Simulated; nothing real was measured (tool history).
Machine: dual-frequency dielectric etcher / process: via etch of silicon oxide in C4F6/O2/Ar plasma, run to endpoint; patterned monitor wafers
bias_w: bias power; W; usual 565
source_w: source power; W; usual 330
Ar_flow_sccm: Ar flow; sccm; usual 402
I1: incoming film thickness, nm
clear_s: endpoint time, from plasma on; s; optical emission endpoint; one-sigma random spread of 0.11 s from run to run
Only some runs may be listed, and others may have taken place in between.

Run 1, hour 0.0: usual settings but source_w 280 W, Ar_flow_sccm 424 sccm; I1 122.4. Result: clear_s 29.8 s.
Run 2, hour 12.0: usual settings but source_w 290 W; I1 123.1. Result: clear_s 29.3 s.
Run 3, hour 23.2: usual settings but source_w 290 W; I1 122.4. Result: clear_s 28.9 s.
Run 4, hour 39.4: usual settings; I1 123.3. Result: clear_s 27.9 s.
At hour 68.5: upper electrode replaced.
Run 5, hour 69.0: usual settings; I1 122.5. Result: clear_s 27.7 s.
Run 6, hour 69.4: usual settings; I1 122.3. Result: clear_s 27.6 s.
Run 7, hour 69.7: usual settings; I1 123.0. Result: clear_s 27.7 s.
At hour 84.7: source power generator calibrated.
At hour 99.3: Ar flow controller replaced.
At hour 121.4: wet clean of the chamber.
Run 8, hour 121.9: usual settings; I1 122.8. Result: clear_s 28.8 s.
Run 9, hour 133.5: usual settings but source_w 290 W; I1 124.1. Result: clear_s 30.4 s.
At hour 152.3: bias power generator calibrated.
Run 10, hour 152.8: usual settings; I1 124.9. Result: clear_s 29.5 s.
Run 11, hour 166.8: usual settings but bias_w 428 W, source_w 290 W, Ar_flow_sccm 367 sccm; I1 123.1. Result: clear_s 35.9 s.
Run 12, hour 174.4: usual settings but bias_w 487 W; I1 122.7. Result: clear_s 31.4 s.
Run 13, hour 187.1: usual settings but bias_w 508 W, source_w 390 W, Ar_flow_sccm 498 sccm; I1 124.2. Result: clear_s 30.0 s.
Run 14, hour 201.0: usual settings but bias_w 615 W, source_w 300 W, Ar_flow_sccm 330 sccm; I1 123.3. Result: clear_s 27.8 s.

The tool's hidden state at each run:
bias power that arrives over what is set, %: 0 in every run
source power that arrives over what is set, %: 0 in every run
Ar flow that arrives over what is set, %: 0 in every run
H1: etch rate over this chamber's usual, %
run      H1
  1    4.01
  2    4.13
  3    4.24
  4     4.4
  5    4.69
  6    4.69
  7     4.7
  8  0.0809
  9   0.195
 10   0.384
 11   0.521
 12   0.595
 13    0.72
 14   0.856
